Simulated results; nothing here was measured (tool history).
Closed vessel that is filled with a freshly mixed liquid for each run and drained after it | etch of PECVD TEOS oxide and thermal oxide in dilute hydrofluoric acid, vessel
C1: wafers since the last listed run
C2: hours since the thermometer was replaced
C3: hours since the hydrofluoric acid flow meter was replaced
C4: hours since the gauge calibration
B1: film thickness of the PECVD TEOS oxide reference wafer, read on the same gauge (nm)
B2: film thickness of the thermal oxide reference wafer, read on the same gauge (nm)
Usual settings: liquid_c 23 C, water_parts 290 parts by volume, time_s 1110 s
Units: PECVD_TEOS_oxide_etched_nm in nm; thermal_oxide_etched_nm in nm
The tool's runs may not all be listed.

{"run": 1, "hour": 0.0, "liquid_c": 23, "water_parts": 290, "time_s": 1110, "C1": 0, "C2": 2405.3, "C3": 888.6, "C4": 276.9, "B1": 40.65, "B2": 121.99, "PECVD_TEOS_oxide_etched_nm": 24.42, "thermal_oxide_etched_nm": 14.37}
{"run": 2, "hour": 23.9, "liquid_c": 23, "water_parts": 260, "time_s": 1110, "C1": 775, "C2": 2429.2, "C3": 912.5, "C4": 300.8, "B1": 40.71, "B2": 122.07, "PECVD_TEOS_oxide_etched_nm": 27.82, "thermal_oxide_etched_nm": 16.54}
{"run": 3, "hour": 43.0, "liquid_c": 23, "water_parts": 225, "time_s": 1110, "C1": 619, "C2": 2448.3, "C3": 931.6, "C4": 319.9, "B1": 40.7, "B2": 122.17, "PECVD_TEOS_oxide_etched_nm": 33.28, "thermal_oxide_etched_nm": 19.45}
{"run": 4, "hour": 69.5, "liquid_c": 23, "water_parts": 225, "time_s": 1110, "C1": 859, "C2": 2474.8, "C3": 958.1, "C4": 346.4, "B1": 40.73, "B2": 122.24, "PECVD_TEOS_oxide_etched_nm": 33.77, "thermal_oxide_etched_nm": 19.79}
{"run": 5, "hour": 100.5, "liquid_c": 23, "water_parts": 195, "time_s": 1110, "C1": 1005, "C2": 2505.8, "C3": 989.1, "C4": 377.4, "B1": 40.8, "B2": 122.36, "PECVD_TEOS_oxide_etched_nm": 39.69, "thermal_oxide_etched_nm": 23.48}
{"run": 6, "hour": 121.3, "liquid_c": 23, "water_parts": 395, "time_s": 1110, "C1": 674, "C2": 2526.6, "C3": 1009.9, "C4": 398.2, "B1": 40.81, "B2": 122.4, "PECVD_TEOS_oxide_etched_nm": 16.26, "thermal_oxide_etched_nm": 9.69}
{"run": 7, "hour": 143.7, "liquid_c": 23, "water_parts": 395, "time_s": 1110, "C1": 726, "C2": 2549, "C3": 1032.3, "C4": 420.6, "B1": 40.82, "B2": 122.5, "PECVD_TEOS_oxide_etched_nm": 16.32, "thermal_oxide_etched_nm": 9.62}
{"run": 8, "hour": 165.3, "liquid_c": 23, "water_parts": 395, "time_s": 1110, "C1": 700, "C2": 2570.6, "C3": 1053.9, "C4": 442.2, "B1": 40.86, "B2": 122.52, "PECVD_TEOS_oxide_etched_nm": 16.08, "thermal_oxide_etched_nm": 9.47}
{"run": 9, "hour": 184.8, "liquid_c": 23, "water_parts": 290, "time_s": 1110, "C1": 632, "C2": 2590.1, "C3": 1073.4, "C4": 461.7, "B1": 40.86, "B2": 122.57, "PECVD_TEOS_oxide_etched_nm": 24.34, "thermal_oxide_etched_nm": 14.55}
{"hour": 228.9, "done": "hydrofluoric acid flow meter replaced"}
{"run": 10, "hour": 265.3, "liquid_c": 23, "water_parts": 290, "time_s": 765, "C1": 2578, "C2": 2670.6, "C3": 36.4, "C4": 542.2, "B1": 40.9, "B2": 122.71, "PECVD_TEOS_oxide_etched_nm": 16.97, "thermal_oxide_etched_nm": 9.89}
{"run": 11, "hour": 280.8, "liquid_c": 23, "water_parts": 290, "time_s": 765, "C1": 502, "C2": 2686.1, "C3": 51.9, "C4": 557.7, "B1": 40.93, "B2": 122.75, "PECVD_TEOS_oxide_etched_nm": 16.8, "thermal_oxide_etched_nm": 9.83}
{"run": 12, "hour": 313.4, "liquid_c": 23, "water_parts": 425, "time_s": 530, "C1": 1057, "C2": 2718.7, "C3": 84.5, "C4": 590.3, "B1": 40.93, "B2": 122.79, "PECVD_TEOS_oxide_etched_nm": 7.07, "thermal_oxide_etched_nm": 4.11}
{"run": 13, "hour": 348.1, "liquid_c": 23, "water_parts": 425, "time_s": 530, "C1": 1125, "C2": 2753.4, "C3": 119.2, "C4": 625, "B1": 40.92, "B2": 122.76, "PECVD_TEOS_oxide_etched_nm": 7.07, "thermal_oxide_etched_nm": 4.08}
{"hour": 371.9, "done": "gauge calibrated"}
{"run": 14, "hour": 377.9, "liquid_c": 23, "water_parts": 210, "time_s": 1110, "C1": 966, "C2": 2783.2, "C3": 149, "C4": 6, "B1": 40.02, "B2": 120.09, "PECVD_TEOS_oxide_etched_nm": 36.03, "thermal_oxide_etched_nm": 21.25}
{"run": 15, "hour": 458.8, "liquid_c": 25.5, "water_parts": 290, "time_s": 930, "C1": 2623, "C2": 2864.1, "C3": 229.9, "C4": 86.9, "B1": 40.37, "B2": 121.1, "PECVD_TEOS_oxide_etched_nm": 22.02, "thermal_oxide_etched_nm": 12.87}
{"run": 16, "hour": 478.8, "liquid_c": 18, "water_parts": 175, "time_s": 860, "C1": 648, "C2": 2884.1, "C3": 249.9, "C4": 106.9, "B1": 40.47, "B2": 121.32, "PECVD_TEOS_oxide_etched_nm": 28.62, "thermal_oxide_etched_nm": 17.23}
{"run": 17, "hour": 495.2, "liquid_c": 23, "water_parts": 290, "time_s": 1110, "C1": 531, "C2": 2900.5, "C3": 266.3, "C4": 123.3, "B1": 40.48, "B2": 121.49, "PECVD_TEOS_oxide_etched_nm": 24.29, "thermal_oxide_etched_nm": 14.45}
{"run": 18, "hour": 516.8, "liquid_c": 20.5, "water_parts": 290, "time_s": 1110, "C1": 700, "C2": 2922.1, "C3": 287.9, "C4": 144.9, "B1": 40.5, "B2": 121.64, "PECVD_TEOS_oxide_etched_nm": 21.99, "thermal_oxide_etched_nm": 13.09}
{"hour": 519.0, "done": "thermometer replaced"}
{"run": 19, "hour": 544.7, "liquid_c": 27, "water_parts": 290, "time_s": 1680, "C1": 872, "C2": 25.7, "C3": 315.8, "C4": 172.8, "B1": 40.61, "B2": 121.83, "PECVD_TEOS_oxide_etched_nm": 42.22, "thermal_oxide_etched_nm": 25.03}
{"run": 20, "hour": 577.8, "liquid_c": 26, "water_parts": 375, "time_s": 1110, "C1": 1073, "C2": 58.8, "C3": 348.9, "C4": 205.9, "B1": 40.67, "B2": 122.09, "PECVD_TEOS_oxide_etched_nm": 19.16, "thermal_oxide_etched_nm": 11.59}
{"run": 21, "hour": 632.1, "liquid_c": 23, "water_parts": 290, "time_s": 1110, "C1": 1760, "C2": 113.1, "C3": 403.2, "C4": 260.2, "B1": 40.8, "B2": 122.37, "PECVD_TEOS_oxide_etched_nm": 24.34, "thermal_oxide_etched_nm": 14.31}
{"run": 22, "hour": 651.1, "liquid_c": 23, "water_parts": 155, "time_s": 910, "C1": 616, "C2": 132.1, "C3": 422.2, "C4": 279.2, "B1": 40.85, "B2": 122.44, "PECVD_TEOS_oxide_etched_nm": 43.18, "thermal_oxide_etched_nm": 25.62}
{"run": 23, "hour": 672.7, "liquid_c": 23, "water_parts": 245, "time_s": 1110, "C1": 700, "C2": 153.7, "C3": 443.8, "C4": 300.8, "B1": 40.89, "B2": 122.54, "PECVD_TEOS_oxide_etched_nm": 30.47, "thermal_oxide_etched_nm": 17.98}
{"run": 24, "hour": 685.9, "liquid_c": 19.5, "water_parts": 290, "time_s": 665, "C1": 428, "C2": 166.9, "C3": 457, "C4": 314, "B1": 40.86, "B2": 122.6, "PECVD_TEOS_oxide_etched_nm": 12.69, "thermal_oxide_etched_nm": 7.62}
{"run": 25, "hour": 707.5, "liquid_c": 25.5, "water_parts": 230, "time_s": 875, "C1": 700, "C2": 188.5, "C3": 478.6, "C4": 335.6, "B1": 40.9, "B2": 122.7, "PECVD_TEOS_oxide_etched_nm": 28.18, "thermal_oxide_etched_nm": 16.65}
{"run": 26, "hour": 721.3, "liquid_c": 25, "water_parts": 290, "time_s": 835, "C1": 447, "C2": 202.3, "C3": 492.4, "C4": 349.4, "B1": 40.93, "B2": 122.75, "PECVD_TEOS_oxide_etched_nm": 19.82, "thermal_oxide_etched_nm": 11.66}
{"run": 27, "hour": 737.2, "liquid_c": 20, "water_parts": 165, "time_s": 745, "C1": 515, "C2": 218.2, "C3": 508.3, "C4": 365.3, "B1": 40.95, "B2": 122.81, "PECVD_TEOS_oxide_etched_nm": 29.02, "thermal_oxide_etched_nm": 17.26}

How the hidden state differs across the entries between the runs, from the last listed run before each to the first after it:
Between runs 9 and 10: hydrofluoric acid flow meter replaced (hour 228.9)
  gauge reads high (%): 2.14 -> 2.26
  measured less the result without the state, PECVD_TEOS_oxide_etched_nm: +0.51 -> +0.38 nm; thermal_oxide_etched_nm: +0.31 -> +0.22 nm
Between runs 13 and 14: gauge calibrated (hour 371.9)
  gauge reads high (%): 2.34 -> 0.0796
  measured less the result without the state, PECVD_TEOS_oxide_etched_nm: +0.16 -> +0.03 nm; thermal_oxide_etched_nm: +0.09 -> +0.01 nm
Between runs 18 and 19: thermometer replaced (hour 519)
  gauge reads high (%): 1.37 -> 1.54
  measured less the result without the state, PECVD_TEOS_oxide_etched_nm: +0.3 -> +0.64 nm; thermal_oxide_etched_nm: +0.18 -> +0.38 nm
